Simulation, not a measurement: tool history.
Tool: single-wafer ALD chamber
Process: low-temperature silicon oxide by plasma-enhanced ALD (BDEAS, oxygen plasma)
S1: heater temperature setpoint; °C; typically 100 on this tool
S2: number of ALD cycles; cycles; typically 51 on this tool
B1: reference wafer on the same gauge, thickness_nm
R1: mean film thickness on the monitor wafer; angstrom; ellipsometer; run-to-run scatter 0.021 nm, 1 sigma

{"run": 1, "day": 0.0, "S1": 100, "S2": 51, "B1": 9.651, "R1": 84.95}
{"day": 1.092, "done": "gauge calibrated"}
{"run": 2, "day": 2.729, "S1": 100, "S2": 51, "B1": 9.652, "R1": 85.14}
{"run": 3, "day": 3.375, "S1": 100, "S2": 54, "B1": 9.648, "R1": 89.94}
{"run": 4, "day": 6.408, "S1": 100, "S2": 54, "B1": 9.651, "R1": 90.33}
{"run": 5, "day": 7.708, "S1": 90, "S2": 51, "B1": 9.653, "R1": 88.59}
{"run": 6, "day": 8.308, "S1": 90, "S2": 51, "B1": 9.651, "R1": 88.56}
{"run": 7, "day": 9.196, "S1": 100, "S2": 47, "B1": 9.648, "R1": 78.5}
{"run": 8, "day": 10.042, "S1": 100, "S2": 47, "B1": 9.65, "R1": 78.67}
{"run": 9, "day": 10.912, "S1": 100, "S2": 47, "B1": 9.646, "R1": 78.28}
{"run": 10, "day": 12.283, "S1": 100, "S2": 51, "B1": 9.651, "R1": 84.89}
{"run": 11, "day": 12.833, "S1": 100, "S2": 51, "B1": 9.646, "R1": 84.93}
{"run": 12, "day": 13.696, "S1": 100, "S2": 51, "B1": 9.648, "R1": 84.99}
{"run": 13, "day": 15.025, "S1": 95, "S2": 51, "B1": 9.647, "R1": 86.73}
{"run": 14, "day": 15.658, "S1": 95, "S2": 51, "B1": 9.65, "R1": 86.49}
{"run": 15, "day": 17.342, "S1": 95, "S2": 51, "B1": 9.652, "R1": 86.25}
{"run": 16, "day": 18.242, "S1": 100, "S2": 51, "B1": 9.647, "R1": 84.81}
{"run": 17, "day": 19.583, "S1": 100, "S2": 51, "B1": 9.646, "R1": 85.25}
{"run": 18, "day": 20.212, "S1": 100, "S2": 51, "B1": 9.652, "R1": 85.26}
{"run": 19, "day": 21.079, "S1": 100, "S2": 59, "B1": 9.651, "R1": 98.87}
{"run": 20, "day": 22.538, "S1": 100, "S2": 51, "B1": 9.654, "R1": 85.22}
{"day": 23.35, "done": "gauge calibrated"}
{"run": 21, "day": 24.012, "S1": 93, "S2": 54, "B1": 9.651, "R1": 92.15}
{"run": 22, "day": 24.733, "S1": 100, "S2": 45, "B1": 9.649, "R1": 75.03}
{"day": 26.888, "done": "thermocouple changed; heater temperature recalibrated"}
{"run": 23, "day": 28.225, "S1": 113, "S2": 55, "B1": 9.646, "R1": 86.87}
{"run": 24, "day": 29.388, "S1": 100, "S2": 51, "B1": 9.651, "R1": 83.06}
{"run": 25, "day": 30.442, "S1": 113, "S2": 42, "B1": 9.65, "R1": 66.31}
{"run": 26, "day": 31.096, "S1": 100, "S2": 51, "B1": 9.652, "R1": 83.4}
{"run": 27, "day": 31.867, "S1": 92, "S2": 48, "B1": 9.655, "R1": 80.49}
{"run": 28, "day": 33.483, "S1": 86, "S2": 56, "B1": 9.652, "R1": 97.02}
{"run": 29, "day": 34.162, "S1": 100, "S2": 51, "B1": 9.651, "R1": 83.88}
{"run": 30, "day": 35.408, "S1": 112, "S2": 47, "B1": 9.653, "R1": 74.42}
{"run": 31, "day": 36.05, "S1": 100, "S2": 51, "B1": 9.653, "R1": 83.84}
{"run": 32, "day": 36.654, "S1": 100, "S2": 57, "B1": 9.648, "R1": 93}
{"run": 33, "day": 38.129, "S1": 100, "S2": 60, "B1": 9.65, "R1": 98.72}
{"run": 34, "day": 38.767, "S1": 100, "S2": 42, "B1": 9.648, "R1": 68.95}
{"run": 35, "day": 39.412, "S1": 100, "S2": 51, "B1": 9.648, "R1": 83.39}
{"run": 36, "day": 39.958, "S1": 100, "S2": 51, "B1": 9.65, "R1": 83.36}

What the log doesn't show, run by run:
gauge reads high (%): 0 on each run
H1: wafer temperature above the value expected at the setpoint (K)
run=1 H1=-6.07
run=2 H1=-6.11
run=3 H1=-6.13
run=4 H1=-6.17
run=5 H1=-6.19
run=6 H1=-6.2
run=7 H1=-6.21
run=8 H1=-6.23
run=9 H1=-6.24
run=10 H1=-6.26
run=11 H1=-6.26
run=12 H1=-6.27
run=13 H1=-6.29
run=14 H1=-6.3
run=15 H1=-6.31
run=16 H1=-6.32
run=17 H1=-6.34
run=18 H1=-6.34
run=19 H1=-6.35
run=20 H1=-6.37
run=21 H1=-6.38
run=22 H1=-6.39
run=23 H1=-0.527
run=24 H1=-0.746
run=25 H1=-0.938
run=26 H1=-1.05
run=27 H1=-1.19
run=28 H1=-1.46
run=29 H1=-1.57
run=30 H1=-1.76
run=31 H1=-1.86
run=32 H1=-1.95
run=33 H1=-2.16
run=34 H1=-2.25
run=35 H1=-2.34
run=36 H1=-2.41
